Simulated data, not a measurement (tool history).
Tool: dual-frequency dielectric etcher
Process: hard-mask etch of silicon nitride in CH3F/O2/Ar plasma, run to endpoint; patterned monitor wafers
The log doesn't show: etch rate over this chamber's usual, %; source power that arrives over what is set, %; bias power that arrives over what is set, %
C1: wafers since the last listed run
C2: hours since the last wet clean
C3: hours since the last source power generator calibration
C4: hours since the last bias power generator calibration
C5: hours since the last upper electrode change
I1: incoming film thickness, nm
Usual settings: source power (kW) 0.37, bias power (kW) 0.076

Run 1, hour 0: usual settings but bias power (kW) 0.088; C1 0; C2 367.8; C3 3070.9; C4 3999.4; C5 3147; I1 49.02. Result: endpoint time (s) 70.4.
At hour 52.9: bias power generator calibrated.
Run 2, hour 57.7: usual settings but bias power (kW) 0.086; C1 492; C2 425.5; C3 3128.6; C4 4.8; C5 3204.7; I1 48.61. Result: endpoint time (s) 70.5.
Run 3, hour 130.8: usual settings but bias power (kW) 0.086; C1 669; C2 498.6; C3 3201.7; C4 77.9; C5 3277.8; I1 49.25. Result: endpoint time (s) 71.5.
Run 4, hour 196.5: usual settings but bias power (kW) 0.086; C1 602; C2 564.3; C3 3267.4; C4 143.6; C5 3343.5; I1 49.22. Result: endpoint time (s) 71.9.
Run 5, hour 247.8: usual settings; C1 470; C2 615.6; C3 3318.7; C4 194.9; C5 3394.8; I1 48.57. Result: endpoint time (s) 73.9.
Run 6, hour 310.6: usual settings; C1 575; C2 678.4; C3 3381.5; C4 257.7; C5 3457.6; I1 48.78. Result: endpoint time (s) 74.3.
At hour 371.6: upper electrode replaced.
Run 7, hour 389.9: usual settings but source power (kW) 0.42; C1 506; C2 757.7; C3 3460.8; C4 337; C5 18.3; I1 48.96. Result: endpoint time (s) 71.8.
At hour 437: wet clean of the chamber.
Run 8, hour 467.7: usual settings but source power (kW) 0.42; C1 492; C2 30.7; C3 3538.6; C4 414.8; C5 96.1; I1 49.55. Result: endpoint time (s) 71.2.
Run 9, hour 570.5: usual settings but source power (kW) 0.43; C1 941; C2 133.5; C3 3641.4; C4 517.6; C5 198.9; I1 49.49. Result: endpoint time (s) 70.7.
Run 10, hour 611.6: usual settings but source power (kW) 0.43; C1 376; C2 174.6; C3 3682.5; C4 558.7; C5 240; I1 48.93. Result: endpoint time (s) 69.9.
Run 11, hour 709.2: usual settings but source power (kW) 0.43; C1 894; C2 272.2; C3 3780.1; C4 656.3; C5 337.6; I1 49.05. Result: endpoint time (s) 70.1.
Run 12, hour 814.1: usual settings but bias power (kW) 0.083; C1 961; C2 377.1; C3 3885; C4 761.2; C5 442.5; I1 48.38. Result: endpoint time (s) 71.1.
Run 13, hour 898: usual settings but bias power (kW) 0.09; C1 768; C2 461; C3 3968.9; C4 845.1; C5 526.4; I1 48.7. Result: endpoint time (s) 69.4.
Run 14, hour 976.4: usual settings but bias power (kW) 0.082; C1 718; C2 539.4; C3 4047.3; C4 923.5; C5 604.8; I1 49.34. Result: endpoint time (s) 73.1.
Run 15, hour 1018.5: usual settings but source power (kW) 0.46; C1 385; C2 581.5; C3 4089.4; C4 965.6; C5 646.9; I1 49.08. Result: endpoint time (s) 69.2.
At hour 1074.4: wet clean of the chamber.
Run 16, hour 1074.9: usual settings but source power (kW) 0.42, bias power (kW) 0.087; C1 296; C2 0.5; C3 4145.8; C4 1022; C5 703.3; I1 48.61. Result: endpoint time (s) 66.5.
Run 17, hour 1143.4: usual settings but source power (kW) 0.44, bias power (kW) 0.069; C1 627; C2 69; C3 4214.3; C4 1090.5; C5 771.8; I1 48.93. Result: endpoint time (s) 70.7.
At hour 1193.7: source power generator calibrated.
Run 18, hour 1231.1: usual settings but source power (kW) 0.44, bias power (kW) 0.063; C1 766; C2 156.7; C3 37.4; C4 1178.2; C5 859.5; I1 49.11. Result: endpoint time (s) 72.4.
Run 19, hour 1285: usual settings but source power (kW) 0.3; C1 493; C2 210.6; C3 91.3; C4 1232.1; C5 913.4; I1 48.42. Result: endpoint time (s) 75.8.
Run 20, hour 1345.7: usual settings but source power (kW) 0.45, bias power (kW) 0.061; C1 556; C2 271.3; C3 152; C4 1292.8; C5 974.1; I1 48.78. Result: endpoint time (s) 72.8.
Run 21, hour 1444.4: usual settings but source power (kW) 0.31, bias power (kW) 0.093; C1 904; C2 370; C3 250.7; C4 1391.5; C5 1072.8; I1 49.09. Result: endpoint time (s) 72.
Run 22, hour 1499.7: usual settings; C1 506; C2 425.3; C3 306; C4 1446.8; C5 1128.1; I1 49.45. Result: endpoint time (s) 73.6.
Run 23, hour 1561.8: usual settings but source power (kW) 0.31; C1 569; C2 487.4; C3 368.1; C4 1508.9; C5 1190.2; I1 48.97. Result: endpoint time (s) 77.2.
Run 24, hour 1649.8: usual settings; C1 806; C2 575.4; C3 456.1; C4 1596.9; C5 1278.2; I1 48.75. Result: endpoint time (s) 73.3.
Run 25, hour 1748.4: usual settings but bias power (kW) 0.065; C1 903; C2 674; C3 554.7; C4 1695.5; C5 1376.8; I1 49.3. Result: endpoint time (s) 77.6.
Run 26, hour 1845.7: usual settings but bias power (kW) 0.084; C1 891; C2 771.3; C3 652; C4 1792.8; C5 1474.1; I1 49.2. Result: endpoint time (s) 71.8.
At hour 1874.1: wet clean of the chamber.
Run 27, hour 1908.1: usual settings but bias power (kW) 0.07; C1 351; C2 34; C3 714.4; C4 1855.2; C5 1536.5; I1 49.43. Result: endpoint time (s) 74.4.
Run 28, hour 1998.8: usual settings but source power (kW) 0.42, bias power (kW) 0.086; C1 831; C2 124.7; C3 805.1; C4 1945.9; C5 1627.2; I1 49.02. Result: endpoint time (s) 67.1.
Run 29, hour 2090.7: usual settings but source power (kW) 0.34, bias power (kW) 0.082; C1 842; C2 216.6; C3 897; C4 2037.8; C5 1719.1; I1 49.65. Result: endpoint time (s) 73.2.
Run 30, hour 2128.6: usual settings but source power (kW) 0.44, bias power (kW) 0.071; C1 347; C2 254.5; C3 934.9; C4 2075.7; C5 1757; I1 49.74. Result: endpoint time (s) 71.5.
Run 31, hour 2200.4: usual settings; C1 657; C2 326.3; C3 1006.7; C4 2147.5; C5 1828.8; I1 48.94. Result: endpoint time (s) 72.8.
Run 32, hour 2247.3: usual settings; C1 429; C2 373.2; C3 1053.6; C4 2194.4; C5 1875.7; I1 49.21. Result: endpoint time (s) 73.2.
Run 33, hour 2290.2: usual settings; C1 393; C2 416.1; C3 1096.5; C4 2237.3; C5 1918.6; I1 48.79. Result: endpoint time (s) 72.7.
Run 34, hour 2394.8: usual settings but source power (kW) 0.32; C1 958; C2 520.7; C3 1201.1; C4 2341.9; C5 2023.2; I1 48.91. Result: endpoint time (s) 76.6.

5 ways to go on from here, each from the tool as it stands after run 34. What would each give?
Run A, hour 2395.2: usual settings; C1 3; C2 521.1; C3 1201.5; C4 2342.3; C5 2023.6; I1 48.15. Result: endpoint time (s) ?.
Run B, hour 2395.2: usual settings but source power (kW) 0.41, bias power (kW) 0.088; C1 3; C2 521.1; C3 1201.5; C4 2342.3; C5 2023.6; I1 48.15. Result: endpoint time (s) ?.
Run C, hour 2395.2: usual settings but bias power (kW) 0.062; C1 3; C2 521.1; C3 1201.5; C4 2342.3; C5 2023.6; I1 48.15. Result: endpoint time (s) ?.
Run D, hour 2395.2: usual settings but source power (kW) 0.29; C1 3; C2 521.1; C3 1201.5; C4 2342.3; C5 2023.6; I1 48.15. Result: endpoint time (s) ?.
Run E, hour 2395.2: usual settings but source power (kW) 0.3, bias power (kW) 0.088; C1 3; C2 521.1; C3 1201.5; C4 2342.3; C5 2023.6; I1 48.15. Result: endpoint time (s) ?.

run  endpoint time (s)
  A               71.8
  B               66.4
  C               76.3
  D               77.2
  E               72.9
Without the tool's hidden state the same runs would have given:
run  endpoint time (s)
  A                 70
  B               64.7
  C               74.4
  D               75.2
  E                 71

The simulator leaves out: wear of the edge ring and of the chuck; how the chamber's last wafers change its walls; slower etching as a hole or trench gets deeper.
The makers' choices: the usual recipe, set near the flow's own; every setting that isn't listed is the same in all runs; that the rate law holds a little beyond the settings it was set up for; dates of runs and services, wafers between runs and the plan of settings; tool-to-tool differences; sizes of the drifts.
